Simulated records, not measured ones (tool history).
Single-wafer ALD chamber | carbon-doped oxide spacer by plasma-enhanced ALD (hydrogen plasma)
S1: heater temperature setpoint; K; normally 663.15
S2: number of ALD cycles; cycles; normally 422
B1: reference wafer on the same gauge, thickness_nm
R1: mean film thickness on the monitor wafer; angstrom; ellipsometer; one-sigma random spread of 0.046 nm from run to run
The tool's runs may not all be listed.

run      day      S1   S2      B1      R1
  1        0  663.15  422  16.493   185.5
  2    4.308  663.15  422  16.495  186.38
  3    6.688  663.15  422   16.48   184.6
  4   10.733  663.15  422  16.486  185.74
  5   12.433  663.15  422  16.499  185.73
  6   16.612  663.15  422  16.507  185.28
  7   18.808  663.15  422  16.522  186.18
  8     20.9  669.15  422  16.508   185.2
  9   23.588  669.15  422  16.506  185.63
 10   28.079  663.15  422  16.492  185.93
 11   34.508  663.15  422  16.514  185.77
 12   37.321  663.15  422  16.483  185.65
 13     40.8  663.15  422  16.508  186.19
 14   43.767  663.15  422  16.489  185.99
 15   47.396  663.15  422  16.511   185.3
 16   50.704  663.15  422  16.505  185.49
 17   52.688  663.15  422  16.495  185.64
 18   56.796  663.15  422  16.515  186.19
 19   58.308  663.15  422  16.475  185.97
 20   60.338  667.15  422  16.507  185.62
 21   64.508  648.15  485  16.495  213.28
 22   77.042  657.15  462  16.497   204.3
 23   79.442  663.15  422  16.497   185.4
 24   81.071  663.15  422  16.496  185.61
 25   83.846  658.15  349   16.52  153.99
 26   85.446  654.15  357  16.489  157.21
 27   89.908  651.15  378  16.505  166.37
 28   92.888  663.15  422  16.507  186.48
 29  102.117  673.15  353   16.49  155.91
 30  106.292  652.15  493  16.502  216.22
 31  110.192  663.15  503  16.515  221.05
 32    113.9  677.15  487   16.48   212.3
 33  115.896  667.15  387  16.511  170.46
 34  119.042  663.15  422   16.49  185.26

Withheld: 3 entries from between the runs. Position of each, and hidden state at the listed run before versus the listed run after:
Runs 13 to 14: thermocouple changed; heater temperature recalibrated (day 42.996)
  both runs share identical hidden conditions
Runs 27 to 28: gauge calibrated (day 90.479)
  both runs share identical hidden conditions
Runs 28 to 29: thermocouple changed; heater temperature recalibrated (day 98.538)
  both runs share identical hidden conditions
